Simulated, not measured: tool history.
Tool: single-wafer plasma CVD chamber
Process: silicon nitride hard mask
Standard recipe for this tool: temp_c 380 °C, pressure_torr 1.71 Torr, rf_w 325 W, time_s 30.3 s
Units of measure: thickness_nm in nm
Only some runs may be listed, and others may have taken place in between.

run	hour	temp_c	pressure_torr	rf_w	time_s	read-back reference wafer on the same gauge, thickness_nm	thickness_nm
1	0.0	380	1.71	325	30.3	40.194	36.583
# hour 20.8: RF generator calibrated
2	90.4	380	1.71	325	30.3	40.182	37.814
3	175.1	380	1.71	325	30.3	40.192	37.848
4	250.7	380	1.71	325	30.3	40.190	37.676
5	305.8	380	1.71	325	30.3	40.234	37.745
6	399.1	386	1.71	325	30.3	40.188	37.398
7	470.4	380	1.71	325	30.3	40.220	37.545
8	562.5	380	1.71	325	30.3	40.226	37.281
# hour 608.1: thermocouple changed; heater temperature recalibrated
# hour 640.6: gauge calibrated
9	668.9	384	1.71	325	30.3	40.206	37.381
10	727.0	386	1.71	325	30.3	40.227	37.049
# hour 746.7: showerhead replaced
# hour 774.4: capacitance manometer re-zeroed and calibrated
11	799.4	366	1.71	325	30.3	40.183	37.259
12	845.7	394	1.71	325	30.3	40.179	36.700
13	929.6	380	1.71	325	30.3	40.186	36.628
14	984.1	380	1.71	325	30.3	40.201	36.466
# hour 1008.8: RF generator calibrated
15	1020.5	380	1.71	355	30.3	40.215	40.177
16	1113.9	371	1.93	350	25.0	40.207	34.071
17	1199.9	392	1.92	325	26.7	40.230	34.086
18	1243.2	372	1.71	325	30.3	40.200	37.590
19	1288.1	374	1.57	305	26.5	40.244	30.606

What if the next run were any one of these 4? Each begins from the tool's condition after run 19:
A	1288.5	380	1.71	325	32.6	?	?
B	1288.5	384	1.71	370	30.3	?	?
C	1288.5	380	2.03	325	34.6	?	?
D	1288.5	380	1.35	325	35.2	?	?

run	read-back reference wafer on the same gauge, thickness_nm	thickness_nm
A	40.207	40.418
B	40.207	41.207
C	40.207	45.024
D	40.207	40.592
Without the tool's unlogged condition, the same runs would have read:
run	thickness_nm
A	40.734
B	41.515
C	45.376
D	40.910
